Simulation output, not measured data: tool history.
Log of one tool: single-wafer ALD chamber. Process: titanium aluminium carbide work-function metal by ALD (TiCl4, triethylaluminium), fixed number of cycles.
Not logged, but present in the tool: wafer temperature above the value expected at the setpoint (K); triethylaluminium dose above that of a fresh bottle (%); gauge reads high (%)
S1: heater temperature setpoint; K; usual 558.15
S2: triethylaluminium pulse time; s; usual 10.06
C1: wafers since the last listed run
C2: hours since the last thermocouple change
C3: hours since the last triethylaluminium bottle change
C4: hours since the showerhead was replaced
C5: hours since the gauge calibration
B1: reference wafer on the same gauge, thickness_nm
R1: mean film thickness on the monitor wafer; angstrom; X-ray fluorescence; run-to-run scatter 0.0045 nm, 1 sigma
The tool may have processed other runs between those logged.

{"run": 1, "hour": 0.0, "S1": 563.15, "S2": 12.93, "C1": 0, "C2": 1347.1, "C3": 1184.6, "C4": 7219.5, "C5": 703.2, "B1": 1.479, "R1": 19.37}
{"hour": 12.9, "done": "triethylaluminium bottle replaced"}
{"run": 2, "hour": 34.6, "S1": 558.15, "S2": 8.72, "C1": 223, "C2": 1381.7, "C3": 21.7, "C4": 7254.1, "C5": 737.8, "B1": 1.48, "R1": 17.89}
{"run": 3, "hour": 62.2, "S1": 558.15, "S2": 8.72, "C1": 231, "C2": 1409.3, "C3": 49.3, "C4": 7281.7, "C5": 765.4, "B1": 1.48, "R1": 17.94}
{"hour": 85.6, "done": "showerhead replaced"}
{"run": 4, "hour": 86.1, "S1": 558.15, "S2": 8.72, "C1": 133, "C2": 1433.2, "C3": 73.2, "C4": 0.5, "C5": 789.3, "B1": 1.48, "R1": 17.87}
{"run": 5, "hour": 93.7, "S1": 570.15, "S2": 8.16, "C1": 63, "C2": 1440.8, "C3": 80.8, "C4": 8.1, "C5": 796.9, "B1": 1.481, "R1": 18.62}
{"hour": 105.4, "done": "gauge calibrated"}
{"run": 6, "hour": 109.8, "S1": 570.15, "S2": 8.16, "C1": 135, "C2": 1456.9, "C3": 96.9, "C4": 24.2, "C5": 4.4, "B1": 1.471, "R1": 18.45}
{"run": 7, "hour": 135.9, "S1": 570.15, "S2": 8.16, "C1": 218, "C2": 1483, "C3": 123, "C4": 50.3, "C5": 30.5, "B1": 1.47, "R1": 18.53}
{"run": 8, "hour": 159.5, "S1": 555.15, "S2": 10.06, "C1": 197, "C2": 1506.6, "C3": 146.6, "C4": 73.9, "C5": 54.1, "B1": 1.47, "R1": 18.09}
{"run": 9, "hour": 178.5, "S1": 555.15, "S2": 10.06, "C1": 159, "C2": 1525.6, "C3": 165.6, "C4": 92.9, "C5": 73.1, "B1": 1.47, "R1": 18.06}
{"run": 10, "hour": 204.7, "S1": 558.15, "S2": 10.06, "C1": 219, "C2": 1551.8, "C3": 191.8, "C4": 119.1, "C5": 99.3, "B1": 1.469, "R1": 18.27}
{"run": 11, "hour": 222.3, "S1": 558.15, "S2": 10.06, "C1": 147, "C2": 1569.4, "C3": 209.4, "C4": 136.7, "C5": 116.9, "B1": 1.47, "R1": 18.35}
{"run": 12, "hour": 248.7, "S1": 550.15, "S2": 7.38, "C1": 221, "C2": 1595.8, "C3": 235.8, "C4": 163.1, "C5": 143.3, "B1": 1.47, "R1": 15.96}
{"run": 13, "hour": 275.9, "S1": 558.15, "S2": 10.06, "C1": 228, "C2": 1623, "C3": 263, "C4": 190.3, "C5": 170.5, "B1": 1.47, "R1": 18.3}
{"run": 14, "hour": 302.7, "S1": 547.15, "S2": 7.74, "C1": 224, "C2": 1649.8, "C3": 289.8, "C4": 217.1, "C5": 197.3, "B1": 1.471, "R1": 16.07}
{"run": 15, "hour": 325.2, "S1": 558.15, "S2": 13.78, "C1": 188, "C2": 1672.3, "C3": 312.3, "C4": 239.6, "C5": 219.8, "B1": 1.472, "R1": 18.81}
{"run": 16, "hour": 400.0, "S1": 553.15, "S2": 13.81, "C1": 627, "C2": 1747.1, "C3": 387.1, "C4": 314.4, "C5": 294.6, "B1": 1.471, "R1": 18.31}
{"run": 17, "hour": 417.1, "S1": 565.15, "S2": 14.04, "C1": 143, "C2": 1764.2, "C3": 404.2, "C4": 331.5, "C5": 311.7, "B1": 1.472, "R1": 19.53}
{"run": 18, "hour": 445.2, "S1": 558.15, "S2": 10.06, "C1": 235, "C2": 1792.3, "C3": 432.3, "C4": 359.6, "C5": 339.8, "B1": 1.472, "R1": 18.32}
{"run": 19, "hour": 476.0, "S1": 554.15, "S2": 10.06, "C1": 258, "C2": 1823.1, "C3": 463.1, "C4": 390.4, "C5": 370.6, "B1": 1.472, "R1": 17.98}
{"hour": 498.3, "done": "thermocouple changed; heater temperature recalibrated"}
{"run": 20, "hour": 504.7, "S1": 558.15, "S2": 8.32, "C1": 173, "C2": 6.4, "C3": 491.8, "C4": 419.1, "C5": 399.3, "B1": 1.473, "R1": 17.57}
{"run": 21, "hour": 528.8, "S1": 563.15, "S2": 6.85, "C1": 202, "C2": 30.5, "C3": 515.9, "C4": 443.2, "C5": 423.4, "B1": 1.473, "R1": 16.39}
{"run": 22, "hour": 563.3, "S1": 551.15, "S2": 13.46, "C1": 289, "C2": 65, "C3": 550.4, "C4": 477.7, "C5": 457.9, "B1": 1.473, "R1": 18.18}
{"run": 23, "hour": 578.4, "S1": 552.15, "S2": 6.74, "C1": 126, "C2": 80.1, "C3": 565.5, "C4": 492.8, "C5": 473, "B1": 1.474, "R1": 15.36}
{"run": 24, "hour": 597.0, "S1": 558.15, "S2": 10.06, "C1": 155, "C2": 98.7, "C3": 584.1, "C4": 511.4, "C5": 491.6, "B1": 1.474, "R1": 18.4}
{"run": 25, "hour": 621.8, "S1": 558.15, "S2": 13.68, "C1": 207, "C2": 123.5, "C3": 608.9, "C4": 536.2, "C5": 516.4, "B1": 1.474, "R1": 18.83}
{"run": 26, "hour": 637.8, "S1": 562.15, "S2": 8.66, "C1": 134, "C2": 139.5, "C3": 624.9, "C4": 552.2, "C5": 532.4, "B1": 1.475, "R1": 18.19}
{"run": 27, "hour": 669.0, "S1": 570.15, "S2": 11.69, "C1": 261, "C2": 170.7, "C3": 656.1, "C4": 583.4, "C5": 563.6, "B1": 1.475, "R1": 19.99}
{"run": 28, "hour": 686.3, "S1": 558.15, "S2": 7.31, "C1": 145, "C2": 188, "C3": 673.4, "C4": 600.7, "C5": 580.9, "B1": 1.476, "R1": 16.68}
{"run": 29, "hour": 706.4, "S1": 558.15, "S2": 11.66, "C1": 168, "C2": 208.1, "C3": 693.5, "C4": 620.8, "C5": 601, "B1": 1.476, "R1": 18.74}
{"run": 30, "hour": 718.8, "S1": 558.15, "S2": 13.63, "C1": 103, "C2": 220.5, "C3": 705.9, "C4": 633.2, "C5": 613.4, "B1": 1.477, "R1": 18.88}
{"run": 31, "hour": 741.5, "S1": 570.15, "S2": 8.66, "C1": 190, "C2": 243.2, "C3": 728.6, "C4": 655.9, "C5": 636.1, "B1": 1.478, "R1": 18.85}
{"run": 32, "hour": 754.2, "S1": 550.15, "S2": 8.95, "C1": 106, "C2": 255.9, "C3": 741.3, "C4": 668.6, "C5": 648.8, "B1": 1.478, "R1": 17.24}
{"run": 33, "hour": 783.5, "S1": 558.15, "S2": 10.06, "C1": 245, "C2": 285.2, "C3": 770.6, "C4": 697.9, "C5": 678.1, "B1": 1.478, "R1": 18.42}

Forecast each of these 4 alternatives for the next run:
{"run": "A", "hour": 783.9, "S1": 558.15, "S2": 10.06, "C1": 3, "C2": 285.6, "C3": 771, "C4": 698.3, "C5": 678.5, "B1": "?", "R1": "?"}
{"run": "B", "hour": 783.9, "S1": 549.15, "S2": 7.05, "C1": 3, "C2": 285.6, "C3": 771, "C4": 698.3, "C5": 678.5, "B1": "?", "R1": "?"}
{"run": "C", "hour": 783.9, "S1": 543.15, "S2": 13.33, "C1": 3, "C2": 285.6, "C3": 771, "C4": 698.3, "C5": 678.5, "B1": "?", "R1": "?"}
{"run": "D", "hour": 783.9, "S1": 567.15, "S2": 12.13, "C1": 3, "C2": 285.6, "C3": 771, "C4": 698.3, "C5": 678.5, "B1": "?", "R1": "?"}

run=A B1=1.478 R1=18.43
run=B B1=1.478 R1=15.58
run=C B1=1.478 R1=17.44
run=D B1=1.478 R1=19.7
With the hidden condition removed and each run's random variation left untouched, the same runs would have given:
run=A R1=18.33
run=B R1=15.49
run=C R1=17.34
run=D R1=19.59
